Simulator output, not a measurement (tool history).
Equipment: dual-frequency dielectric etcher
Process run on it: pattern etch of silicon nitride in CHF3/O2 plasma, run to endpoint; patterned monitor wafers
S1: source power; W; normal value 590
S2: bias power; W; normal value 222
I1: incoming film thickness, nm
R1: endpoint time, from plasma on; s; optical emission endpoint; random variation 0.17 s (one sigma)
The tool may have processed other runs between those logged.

run 1 hour=0 | S1=590 S2=222 | I1=80.9 | R1=52.3
run 2 hour=55.9 | S1=590 S2=222 | I1=79.9 | R1=51.4
run 3 hour=110.6 | S1=590 S2=222 | I1=79.7 | R1=51.1
run 4 hour=167.8 | S1=590 S2=222 | I1=79.7 | R1=51.3
run 5 hour=229 | S1=590 S2=222 | I1=79.8 | R1=51.3
run 6 hour=296.6 | S1=590 S2=222 | I1=80.1 | R1=51.6
run 7 hour=338.9 | S1=590 S2=222 | I1=80.5 | R1=51.8
-- hour=428 wet clean of the chamber
run 8 hour=437.7 | S1=690 S2=237 | I1=79.5 | R1=45.8
run 9 hour=474.3 | S1=690 S2=237 | I1=79.3 | R1=45.6
run 10 hour=529.4 | S1=590 S2=261 | I1=80.4 | R1=48.5
run 11 hour=576.5 | S1=590 S2=222 | I1=80.5 | R1=51.9
run 12 hour=624.2 | S1=590 S2=222 | I1=79.1 | R1=50.9
-- hour=745.2 bias power generator calibrated
run 13 hour=807.7 | S1=590 S2=222 | I1=79.8 | R1=50.5
run 14 hour=873.5 | S1=590 S2=210 | I1=79.8 | R1=51.9
run 15 hour=903 | S1=590 S2=210 | I1=80 | R1=52.2
-- hour=956.7 upper electrode replaced
-- hour=989.7 wet clean of the chamber
run 16 hour=990.2 | S1=590 S2=222 | I1=79.5 | R1=50.4
run 17 hour=995.2 | S1=460 S2=270 | I1=79.9 | R1=54.4
run 18 hour=1031.8 | S1=690 S2=172 | I1=79.7 | R1=51.5
-- hour=1073 bias power generator calibrated, repeated, since the last time left the tool worse
run 19 hour=1102.8 | S1=500 S2=222 | I1=80.3 | R1=57.8
-- hour=1139.3 source power generator calibrated
run 20 hour=1171.2 | S1=660 S2=246 | I1=79.4 | R1=46.6
run 21 hour=1212.8 | S1=630 S2=186 | I1=79.7 | R1=53.4
run 22 hour=1248.5 | S1=440 S2=178 | I1=79 | R1=67.2
run 23 hour=1303.6 | S1=590 S2=272 | I1=79.4 | R1=47.4
run 24 hour=1373.9 | S1=590 S2=254 | I1=80.1 | R1=49.1
-- hour=1441.1 wet clean of the chamber
run 25 hour=1441.6 | S1=470 S2=181 | I1=79.9 | R1=64.6
run 26 hour=1485.2 | S1=530 S2=177 | I1=79.9 | R1=60.2
run 27 hour=1537.4 | S1=660 S2=247 | I1=80.5 | R1=47.1
run 28 hour=1594.9 | S1=590 S2=222 | I1=79.3 | R1=51.3
run 29 hour=1632.7 | S1=590 S2=222 | I1=79.8 | R1=52
run 30 hour=1684.3 | S1=440 S2=178 | I1=79.5 | R1=67.9

Predict each of these 4 candidate next runs independently; none follows another, all start after run 30:
run A hour=1684.7 | S1=590 S2=176 | I1=79.9 | R1=?
run B hour=1684.7 | S1=700 S2=257 | I1=79.9 | R1=?
run C hour=1684.7 | S1=590 S2=260 | I1=79.9 | R1=?
run D hour=1684.7 | S1=680 S2=251 | I1=79.9 | R1=?

run=A R1=57.1
run=B R1=44.6
run=C R1=48.7
run=D R1=45.7
Take away the tool's hidden state, keep each run's random variation, and the runs would have read:
run=A R1=57.5
run=B R1=45
run=C R1=49.1
run=D R1=46.1

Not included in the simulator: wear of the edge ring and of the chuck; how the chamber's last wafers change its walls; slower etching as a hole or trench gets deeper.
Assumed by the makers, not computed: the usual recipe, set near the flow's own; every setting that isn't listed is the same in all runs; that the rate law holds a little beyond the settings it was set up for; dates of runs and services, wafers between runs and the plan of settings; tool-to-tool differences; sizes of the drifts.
